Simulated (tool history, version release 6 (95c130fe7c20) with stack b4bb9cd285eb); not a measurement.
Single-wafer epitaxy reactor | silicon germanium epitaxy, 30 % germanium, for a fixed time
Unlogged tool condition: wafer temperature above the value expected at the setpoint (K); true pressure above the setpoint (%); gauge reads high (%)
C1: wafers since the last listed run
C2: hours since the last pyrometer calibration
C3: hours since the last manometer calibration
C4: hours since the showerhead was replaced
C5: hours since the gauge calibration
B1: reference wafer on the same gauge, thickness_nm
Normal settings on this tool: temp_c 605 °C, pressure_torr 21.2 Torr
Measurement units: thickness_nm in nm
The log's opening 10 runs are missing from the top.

Run 11, day 5.171: usual settings but temp_c 601 °C; C1 390; C2 1176.7; C3 1334.9; C4 3868.2; C5 275.7; B1 58.283. Result: thickness_nm 65.189 nm.
Run 12, day 5.433: usual settings but temp_c 599 °C; C1 190; C2 1183; C3 1341.2; C4 3874.5; C5 282; B1 58.371. Result: thickness_nm 62.559 nm.
At day 5.954: pyrometer calibrated.
Run 13, day 5.975: usual settings but temp_c 599 °C; C1 151; C2 0.5; C3 1354.2; C4 3887.5; C5 295; B1 58.323. Result: thickness_nm 56.959 nm.
Run 14, day 6.088: usual settings but temp_c 599 °C; C1 81; C2 3.2; C3 1356.9; C4 3890.2; C5 297.7; B1 58.248. Result: thickness_nm 56.539 nm.
Run 15, day 6.354: usual settings but temp_c 596 °C; C1 193; C2 9.6; C3 1363.3; C4 3896.6; C5 304.1; B1 58.279. Result: thickness_nm 53.341 nm.
Run 16, day 7.083: usual settings but temp_c 611 °C, pressure_torr 24.1 Torr; C1 529; C2 27.1; C3 1380.8; C4 3914.1; C5 321.6; B1 58.259. Result: thickness_nm 76.559 nm.
Run 17, day 7.525: usual settings but temp_c 612 °C, pressure_torr 24 Torr; C1 320; C2 37.7; C3 1391.4; C4 3924.7; C5 332.2; B1 58.2. Result: thickness_nm 77.335 nm.
Run 18, day 8.079: usual settings but pressure_torr 24.3 Torr; C1 402; C2 51; C3 1404.7; C4 3938; C5 345.5; B1 58.277. Result: thickness_nm 68.124 nm.
At day 9.238: showerhead replaced.
Run 19, day 9.258: usual settings but temp_c 619 °C, pressure_torr 18 Torr; C1 613; C2 79.3; C3 1433; C4 0.5; C5 373.8; B1 58.356. Result: thickness_nm 80.949 nm.
Run 20, day 9.592: usual settings but temp_c 595 °C, pressure_torr 25.4 Torr; C1 241; C2 87.3; C3 1441; C4 8.5; C5 381.8; B1 58.319. Result: thickness_nm 55.977 nm.
Run 21, day 10.296: usual settings; C1 511; C2 104.2; C3 1457.9; C4 25.4; C5 398.7; B1 58.299. Result: thickness_nm 64.399 nm.
Run 22, day 10.788: usual settings but temp_c 601 °C, pressure_torr 16.5 Torr; C1 356; C2 116; C3 1469.7; C4 37.2; C5 410.5; B1 58.333. Result: thickness_nm 54.611 nm.
At day 11.312: gauge calibrated.
At day 11.696: capacitance manometer re-zeroed and calibrated.
Run 23, day 11.717: usual settings; C1 432; C2 138.3; C3 0.5; C4 59.5; C5 9.7; B1 58.386. Result: thickness_nm 64.742 nm.
Run 24, day 11.858: usual settings but temp_c 614 °C, pressure_torr 19.4 Torr; C1 102; C2 141.7; C3 3.9; C4 62.9; C5 13.1; B1 58.281. Result: thickness_nm 75.661 nm.
Run 25, day 12.154: usual settings but pressure_torr 24.2 Torr; C1 214; C2 148.8; C3 11; C4 70; C5 20.2; B1 58.264. Result: thickness_nm 68.489 nm.
Run 26, day 12.862: usual settings; C1 514; C2 165.8; C3 28; C4 87; C5 37.2; B1 58.327. Result: thickness_nm 64.964 nm.
Run 27, day 13.258: usual settings but temp_c 593 °C; C1 287; C2 175.3; C3 37.5; C4 96.5; C5 46.7; B1 58.272. Result: thickness_nm 50.669 nm.
Run 28, day 13.679: usual settings but temp_c 619 °C, pressure_torr 18 Torr; C1 305; C2 185.4; C3 47.6; C4 106.6; C5 56.8; B1 58.297. Result: thickness_nm 81.07 nm.
Run 29, day 14.012: usual settings but temp_c 593 °C, pressure_torr 25.4 Torr; C1 241; C2 193.4; C3 55.6; C4 114.6; C5 64.8; B1 58.281. Result: thickness_nm 54.424 nm.
Run 30, day 14.358: usual settings but temp_c 609 °C, pressure_torr 17.4 Torr; C1 250; C2 201.7; C3 63.9; C4 122.9; C5 73.1; B1 58.308. Result: thickness_nm 65.842 nm.
Run 31, day 15.096: usual settings; C1 535; C2 219.4; C3 81.6; C4 140.6; C5 90.8; B1 58.254. Result: thickness_nm 65.436 nm.

Forecast each of these 4 alternatives for the next run:
Run A, day 15.112: usual settings but temp_c 592 °C; C1 12; C2 219.8; C3 82; C4 141; C5 91.2; B1 ?. Result: thickness_nm ?.
Run B, day 15.112: usual settings but temp_c 599 °C, pressure_torr 16.3 Torr; C1 12; C2 219.8; C3 82; C4 141; C5 91.2; B1 ?. Result: thickness_nm ?.
Run C, day 15.112: usual settings but temp_c 618 °C, pressure_torr 18.6 Torr; C1 12; C2 219.8; C3 82; C4 141; C5 91.2; B1 ?. Result: thickness_nm ?.
Run D, day 15.112: usual settings but temp_c 618 °C; C1 12; C2 219.8; C3 82; C4 141; C5 91.2; B1 ?. Result: thickness_nm ?.

run      B1  thickness_nm
  A  58.301        49.588
  B  58.301        52.166
  C  58.301        80.672
  D  58.301        84.683
Without the tool's unlogged condition, the same runs would have read:
run  thickness_nm
  A          49.4
  B        51.973
  C        80.387
  D        84.383

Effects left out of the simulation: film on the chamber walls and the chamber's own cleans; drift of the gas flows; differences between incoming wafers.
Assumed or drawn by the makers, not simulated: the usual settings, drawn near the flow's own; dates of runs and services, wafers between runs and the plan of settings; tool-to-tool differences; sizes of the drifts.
